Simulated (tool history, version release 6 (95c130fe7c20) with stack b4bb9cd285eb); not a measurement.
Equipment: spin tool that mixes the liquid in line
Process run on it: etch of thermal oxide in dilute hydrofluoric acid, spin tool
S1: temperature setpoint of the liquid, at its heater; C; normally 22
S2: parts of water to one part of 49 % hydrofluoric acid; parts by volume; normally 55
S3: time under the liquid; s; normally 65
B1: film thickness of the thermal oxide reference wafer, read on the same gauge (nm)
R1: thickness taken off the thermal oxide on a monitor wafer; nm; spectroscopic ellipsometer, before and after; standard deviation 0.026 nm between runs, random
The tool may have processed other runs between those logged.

| run | hour | S1 | S2 | S3 | B1 | R1 |
|---|---|---|---|---|---|---|
| 1 | 0 | 22 | 55 | 55 | 60 | 4.14 |
| 2 | 6.4 | 22 | 55 | 55 | 59.99 | 4.16 |
| 3 | 15.7 | 22 | 55 | 55 | 60 | 4.13 |
| 4 | 26 | 23 | 40 | 65 | 60 | 7.19 |
| 5 | 34.5 | 22 | 60 | 65 | 60 | 4.47 |
|  | 37.4 | gauge calibrated |
| 6 | 50 | 22 | 60 | 65 | 60.03 | 4.47 |
| 7 | 57.1 | 18.5 | 55 | 40 | 60.02 | 2.56 |
| 8 | 71.8 | 18.5 | 55 | 40 | 60 | 2.62 |
| 9 | 123.5 | 22 | 55 | 65 | 60 | 4.88 |
|  | 134.2 | hydrofluoric acid flow meter replaced |
| 10 | 140.8 | 19.5 | 65 | 65 | 60.01 | 3.64 |
| 11 | 150.4 | 25.5 | 55 | 65 | 60 | 5.58 |
| 12 | 164.8 | 22 | 55 | 65 | 60 | 4.88 |
| 13 | 175.6 | 22 | 55 | 65 | 60 | 4.88 |
| 14 | 183.2 | 24.5 | 55 | 95 | 60.01 | 7.93 |
|  | 184.4 | thermometer replaced |
| 15 | 189.7 | 24 | 40 | 65 | 60.01 | 8.1 |
| 16 | 197.4 | 20 | 30 | 65 | 60 | 9.26 |
| 17 | 212.3 | 22 | 40 | 65 | 60 | 7.41 |
| 18 | 229.1 | 19.5 | 55 | 65 | 59.99 | 4.74 |
| 19 | 243.9 | 26.5 | 55 | 75 | 60 | 7.28 |
| 20 | 250.2 | 26 | 55 | 65 | 60.01 | 6.23 |
| 21 | 261.2 | 26 | 35 | 65 | 60 | 10.08 |
| 22 | 272.4 | 26.5 | 35 | 65 | 60.01 | 10.28 |
| 23 | 286.5 | 22 | 55 | 65 | 60.01 | 5.25 |
|  | 294.5 | gauge calibrated |
| 24 | 338.6 | 22 | 55 | 65 | 60.01 | 5.29 |
| 25 | 345.9 | 19.5 | 70 | 35 | 60 | 1.95 |
| 26 | 359.5 | 22 | 55 | 100 | 60.03 | 8.1 |
| 27 | 375.3 | 22 | 55 | 65 | 60.01 | 5.26 |

Forecast each of these 3 alternatives for the next run:
| A | 375.7 | 24.5 | 55 | 65 | ? | ? |
| B | 375.7 | 22 | 70 | 65 | ? | ? |
| C | 375.7 | 20.5 | 55 | 45 | ? | ? |

| run | B1 | R1 |
|---|---|---|
| A | 60 | 5.79 |
| B | 60 | 4.03 |
| C | 60 | 3.39 |
Had the tool no hidden state, the same runs would have come out as:
| run | R1 |
|---|---|
| A | 5.87 |
| B | 4.09 |
| C | 3.44 |
